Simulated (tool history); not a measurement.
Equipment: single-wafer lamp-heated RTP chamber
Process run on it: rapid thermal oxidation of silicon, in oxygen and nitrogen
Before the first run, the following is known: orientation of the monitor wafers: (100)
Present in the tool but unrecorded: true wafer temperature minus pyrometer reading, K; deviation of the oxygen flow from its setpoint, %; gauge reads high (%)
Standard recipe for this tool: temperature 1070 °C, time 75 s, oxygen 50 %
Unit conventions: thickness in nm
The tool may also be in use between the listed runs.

run	day	temperature	time	oxygen	wafers since the last listed run	wafers since the last pyrometer calibration	hours since the oxygen flow controller was replaced	hours since the gauge calibration	read-back reference wafer on the same gauge, thickness	thickness
1	0	1070	49	50	0	6558	5940.9	235.9	8.022	6.482
2	1.579	1070	49	50	251	6809	5978.8	273.8	8.025	6.484
3	2.108	1070	75	50	84	6894	5991.5	286.5	8.016	7.822
4	2.7	1070	75	50	94	6988	6005.7	300.7	8.013	7.81
5	2.996	1070	75	50	47	7036	6012.8	307.8	8.016	7.815
6	3.675	1070	75	50	108	7144	6029.1	324.1	8.014	7.854
# day 4.333: gauge calibrated
7	4.4	1070	75	50	115	7260	6046.5	1.6	8.023	7.813
8	5.071	1070	75	50	107	7367	6062.6	17.7	8.016	7.779
9	5.479	1070	75	50	65	7432	6072.4	27.5	8.016	7.855
10	6.158	1070	75	50	108	7540	6088.7	43.8	8.016	7.828
11	6.417	1070	75	50	41	7581	6094.9	50	8.019	7.834
12	7.025	1070	75	50	97	7678	6109.5	64.6	8.014	7.83
# day 7.996: pyrometer window cleaned and pyrometer calibrated
13	8.017	1070	75	50	105	3	6133.3	88.4	8.023	7.311
14	8.121	1070	75	29	16	20	6135.8	90.9	8.016	6.065
15	8.504	1070	75	50	61	81	6145	100.1	8.02	7.391
16	8.804	1045	75	60	47	129	6152.2	107.3	8.018	6.627
17	9.25	1070	75	24	71	200	6162.9	118	8.021	5.714
# day 9.779: oxygen flow controller replaced
18	9.858	1070	75	50	43	244	1.9	132.6	8.011	7.44
19	10.246	1070	75	50	61	306	11.2	141.9	8.025	7.395
20	10.588	1043	75	50	54	360	19.4	150.1	8.024	6.181
21	11.112	1044	75	50	83	444	32	162.7	8.02	6.221
22	11.854	1070	92	64	118	562	49.8	180.5	8.016	8.908
23	12.496	1098	40	50	102	665	65.2	195.9	8.013	6.762
24	12.812	1047	45	36	50	715	72.8	203.5	8.02	4.604
25	13.117	1070	75	36	48	764	80.1	210.8	8.018	6.633

Below are 3 alternative next runs, each starting from the tool's condition after run 25. Predict each:
A	13.138	1100	75	50	3	767	80.6	211.3	?	?
B	13.138	1094	75	50	3	767	80.6	211.3	?	?
C	13.138	1070	51	34	3	767	80.6	211.3	?	?

run	read-back reference wafer on the same gauge, thickness	thickness
A	8.023	9.053
B	8.023	8.717
C	8.023	5.496
Had the tool no hidden state, the same runs would have come out as:
run	thickness
A	8.899
B	8.567
C	5.399
